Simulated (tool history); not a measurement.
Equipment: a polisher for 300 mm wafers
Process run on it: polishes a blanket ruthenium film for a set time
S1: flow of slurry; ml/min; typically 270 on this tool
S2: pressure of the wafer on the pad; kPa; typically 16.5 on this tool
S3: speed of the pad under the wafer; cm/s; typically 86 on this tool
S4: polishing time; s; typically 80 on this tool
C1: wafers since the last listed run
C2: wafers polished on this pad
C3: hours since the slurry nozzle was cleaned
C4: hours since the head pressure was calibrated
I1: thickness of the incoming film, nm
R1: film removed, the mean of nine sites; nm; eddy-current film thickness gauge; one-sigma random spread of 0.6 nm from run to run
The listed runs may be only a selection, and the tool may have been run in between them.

{"run": 1, "hour": 0.0, "S1": 270, "S2": 16.5, "S3": 106, "S4": 80, "C1": 0, "C2": 2092, "C3": 481.5, "C4": 157.1, "I1": 432.8, "R1": 99.5}
{"hour": 26.4, "done": "worn pad replaced by a new one"}
{"run": 2, "hour": 71.1, "S1": 270, "S2": 16.5, "S3": 106, "S4": 80, "C1": 779, "C2": 518, "C3": 552.6, "C4": 228.2, "I1": 433.7, "R1": 106.1}
{"hour": 81.9, "done": "slurry nozzle cleaned"}
{"run": 3, "hour": 111.0, "S1": 270, "S2": 16.5, "S3": 86, "S4": 80, "C1": 451, "C2": 970, "C3": 29.1, "C4": 268.1, "I1": 430.2, "R1": 85.2}
{"run": 4, "hour": 161.9, "S1": 270, "S2": 16.5, "S3": 86, "S4": 80, "C1": 591, "C2": 1561, "C3": 80.0, "C4": 319.0, "I1": 430.3, "R1": 83.9}
{"run": 5, "hour": 222.8, "S1": 270, "S2": 16.5, "S3": 86, "S4": 80, "C1": 707, "C2": 2268, "C3": 140.9, "C4": 379.9, "I1": 426.8, "R1": 80.8}
{"hour": 247.8, "done": "worn pad replaced by a new one"}
{"run": 6, "hour": 278.8, "S1": 270, "S2": 16.5, "S3": 86, "S4": 93, "C1": 603, "C2": 360, "C3": 196.9, "C4": 435.9, "I1": 437.1, "R1": 100.4}
{"run": 7, "hour": 303.0, "S1": 270, "S2": 16.5, "S3": 86, "S4": 93, "C1": 281, "C2": 641, "C3": 221.1, "C4": 460.1, "I1": 427.2, "R1": 98.4}
{"run": 8, "hour": 335.9, "S1": 270, "S2": 16.5, "S3": 86, "S4": 80, "C1": 382, "C2": 1023, "C3": 254.0, "C4": 493.0, "I1": 427.3, "R1": 85.5}
{"run": 9, "hour": 387.3, "S1": 270, "S2": 16.5, "S3": 86, "S4": 80, "C1": 596, "C2": 1620, "C3": 305.4, "C4": 544.4, "I1": 429.6, "R1": 84.0}
{"hour": 431.5, "done": "worn pad replaced by a new one"}
{"run": 10, "hour": 442.8, "S1": 270, "S2": 16.5, "S3": 86, "S4": 80, "C1": 598, "C2": 130, "C3": 360.9, "C4": 599.9, "I1": 432.8, "R1": 85.4}
{"hour": 502.2, "done": "head pressure recalibrated"}
{"run": 11, "hour": 571.4, "S1": 270, "S2": 19.3, "S3": 64, "S4": 53, "C1": 1470, "C2": 1600, "C3": 489.5, "C4": 69.2, "I1": 434.6, "R1": 46.3}
{"hour": 631.7, "done": "worn pad replaced by a new one"}
{"run": 12, "hour": 632.2, "S1": 315, "S2": 16.5, "S3": 98, "S4": 95, "C1": 659, "C2": 6, "C3": 550.3, "C4": 130.0, "I1": 430.6, "R1": 117.9}
{"run": 13, "hour": 655.5, "S1": 305, "S2": 13.1, "S3": 102, "S4": 80, "C1": 270, "C2": 276, "C3": 573.6, "C4": 153.3, "I1": 431.0, "R1": 89.1}
{"run": 14, "hour": 683.0, "S1": 270, "S2": 13.8, "S3": 86, "S4": 80, "C1": 319, "C2": 596, "C3": 601.1, "C4": 180.8, "I1": 433.5, "R1": 77.8}
{"hour": 706.4, "done": "slurry nozzle cleaned"}
{"run": 15, "hour": 804.9, "S1": 270, "S2": 16.5, "S3": 72, "S4": 80, "C1": 1404, "C2": 2000, "C3": 98.5, "C4": 302.7, "I1": 433.6, "R1": 69.6}
{"hour": 831.2, "done": "worn pad replaced by a new one"}
{"run": 16, "hour": 849.5, "S1": 270, "S2": 16.5, "S3": 86, "S4": 80, "C1": 471, "C2": 211, "C3": 143.1, "C4": 347.3, "I1": 424.9, "R1": 86.6}
{"run": 17, "hour": 921.4, "S1": 300, "S2": 16.5, "S3": 64, "S4": 54, "C1": 835, "C2": 1046, "C3": 215.0, "C4": 419.2, "I1": 429.4, "R1": 43.3}
{"run": 18, "hour": 978.5, "S1": 270, "S2": 16.5, "S3": 86, "S4": 80, "C1": 663, "C2": 1710, "C3": 272.1, "C4": 476.3, "I1": 436.8, "R1": 82.8}
{"run": 19, "hour": 1008.3, "S1": 345, "S2": 16.5, "S3": 110, "S4": 80, "C1": 346, "C2": 2056, "C3": 301.9, "C4": 506.1, "I1": 435.4, "R1": 109.3}
{"hour": 1019.7, "done": "worn pad replaced by a new one"}
{"run": 20, "hour": 1070.0, "S1": 355, "S2": 16.5, "S3": 86, "S4": 80, "C1": 670, "C2": 584, "C3": 363.6, "C4": 567.8, "I1": 428.7, "R1": 88.2}

5 options for the next run, each taken on its own from the tool as it stands now. Forecast them:
{"run": "A", "hour": 1070.4, "S1": 335, "S2": 16.5, "S3": 86, "S4": 80, "C1": 4, "C2": 588, "C3": 364.0, "C4": 568.2, "I1": 424.1, "R1": "?"}
{"run": "B", "hour": 1070.4, "S1": 270, "S2": 11.7, "S3": 58, "S4": 80, "C1": 4, "C2": 588, "C3": 364.0, "C4": 568.2, "I1": 424.1, "R1": "?"}
{"run": "C", "hour": 1070.4, "S1": 180, "S2": 16.5, "S3": 86, "S4": 101, "C1": 4, "C2": 588, "C3": 364.0, "C4": 568.2, "I1": 424.1, "R1": "?"}
{"run": "D", "hour": 1070.4, "S1": 230, "S2": 13.8, "S3": 110, "S4": 69, "C1": 4, "C2": 588, "C3": 364.0, "C4": 568.2, "I1": 424.1, "R1": "?"}
{"run": "E", "hour": 1070.4, "S1": 245, "S2": 20.7, "S3": 62, "S4": 71, "C1": 4, "C2": 588, "C3": 364.0, "C4": 568.2, "I1": 424.1, "R1": "?"}

run=A R1=89.1
run=B R1=47.4
run=C R1=104.1
run=D R1=83.9
run=E R1=64.4
The same runs, with their run-to-run variation unchanged, on a tool lacking any hidden condition would have given:
run=A R1=89.7
run=B R1=47.7
run=C R1=104.8
run=D R1=84.5
run=E R1=64.8
